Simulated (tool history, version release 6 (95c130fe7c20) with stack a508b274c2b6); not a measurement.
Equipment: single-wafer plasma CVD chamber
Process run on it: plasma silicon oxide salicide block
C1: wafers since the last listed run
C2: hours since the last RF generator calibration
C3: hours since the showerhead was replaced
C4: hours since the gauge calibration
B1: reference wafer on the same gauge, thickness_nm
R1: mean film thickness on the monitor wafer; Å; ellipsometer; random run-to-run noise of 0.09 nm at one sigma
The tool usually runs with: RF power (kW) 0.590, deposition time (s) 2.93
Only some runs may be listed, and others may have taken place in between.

Run 1, hour 0.0: usual settings; C1 0; C2 1526.6; C3 2879.8; C4 219.1; B1 22.094. Result: R1 262.38 Å.
Run 2, hour 35.0: usual settings but deposition time (s) 2.75; C1 1928; C2 1561.6; C3 2914.8; C4 254.1; B1 22.114. Result: R1 245.48 Å.
Run 3, hour 69.2: usual settings but deposition time (s) 2.75; C1 1884; C2 1595.8; C3 2949.0; C4 288.3; B1 22.101. Result: R1 246.57 Å.
Run 4, hour 99.6: usual settings but deposition time (s) 2.75; C1 1675; C2 1626.2; C3 2979.4; C4 318.7; B1 22.109. Result: R1 244.75 Å.
Run 5, hour 126.2: usual settings but RF power (kW) 0.510; C1 1465; C2 1652.8; C3 3006.0; C4 345.3; B1 22.092. Result: R1 243.14 Å.
Run 6, hour 157.0: usual settings but RF power (kW) 0.510; C1 1697; C2 1683.6; C3 3036.8; C4 376.1; B1 22.118. Result: R1 241.78 Å.
Run 7, hour 187.4: usual settings but RF power (kW) 0.510; C1 1675; C2 1714.0; C3 3067.2; C4 406.5; B1 22.091. Result: R1 241.50 Å.
Run 8, hour 204.3: usual settings but deposition time (s) 3.27; C1 931; C2 1730.9; C3 3084.1; C4 423.4; B1 22.100. Result: R1 292.46 Å.
Run 9, hour 263.9: usual settings but deposition time (s) 3.27; C1 3284; C2 1790.5; C3 3143.7; C4 483.0; B1 22.111. Result: R1 292.38 Å.
Run 10, hour 286.4: usual settings but deposition time (s) 3.27; C1 1240; C2 1813.0; C3 3166.2; C4 505.5; B1 22.102. Result: R1 291.41 Å.
Run 11, hour 309.3: usual settings; C1 1262; C2 1835.9; C3 3189.1; C4 528.4; B1 22.102. Result: R1 260.37 Å.
Run 12, hour 376.4: usual settings; C1 3697; C2 1903.0; C3 3256.2; C4 595.5; B1 22.115. Result: R1 261.07 Å.
Run 13, hour 389.9: usual settings; C1 744; C2 1916.5; C3 3269.7; C4 609.0; B1 22.109. Result: R1 262.33 Å.
Run 14, hour 420.6: usual settings but deposition time (s) 2.53; C1 1691; C2 1947.2; C3 3300.4; C4 639.7; B1 22.086. Result: R1 225.95 Å.
At hour 433.7: gauge calibrated.
Run 15, hour 436.6: usual settings; C1 881; C2 1963.2; C3 3316.4; C4 2.9; B1 22.108. Result: R1 261.42 Å.
Run 16, hour 463.3: usual settings; C1 1471; C2 1989.9; C3 3343.1; C4 29.6; B1 22.104. Result: R1 261.41 Å.
Run 17, hour 494.5: usual settings; C1 1719; C2 2021.1; C3 3374.3; C4 60.8; B1 22.106. Result: R1 262.03 Å.
Run 18, hour 518.2: usual settings; C1 1306; C2 2044.8; C3 3398.0; C4 84.5; B1 22.111. Result: R1 261.52 Å.
At hour 553.3: RF generator calibrated.
Run 19, hour 553.8: usual settings; C1 1521; C2 0.5; C3 3433.6; C4 120.1; B1 22.098. Result: R1 266.41 Å.
Run 20, hour 582.3: usual settings but RF power (kW) 0.660, deposition time (s) 3.22; C1 1570; C2 29.0; C3 3462.1; C4 148.6; B1 22.088. Result: R1 311.38 Å.
Run 21, hour 612.2: usual settings but RF power (kW) 0.545; C1 1647; C2 58.9; C3 3492.0; C4 178.5; B1 22.100. Result: R1 258.18 Å.
Run 22, hour 629.7: usual settings but RF power (kW) 0.665, deposition time (s) 2.70; C1 964; C2 76.4; C3 3509.5; C4 196.0; B1 22.082. Result: R1 262.13 Å.
Run 23, hour 645.3: usual settings but RF power (kW) 0.555, deposition time (s) 2.66; C1 859; C2 92.0; C3 3525.1; C4 211.6; B1 22.111. Result: R1 235.29 Å.

What does the tool deliver on the next run?
At hour 656.6: showerhead replaced.
Run 24, hour 738.3: usual settings but RF power (kW) 0.690, deposition time (s) 2.42; C1 4684; C2 185.0; C3 81.7; C4 304.6; B1 ?. Result: R1 ?.

Logged for run 24: B1 22.094, R1 237.65 Å.
On a tool with no hidden condition, and with the same random variation, this run would have come out at R1 240.02 Å.
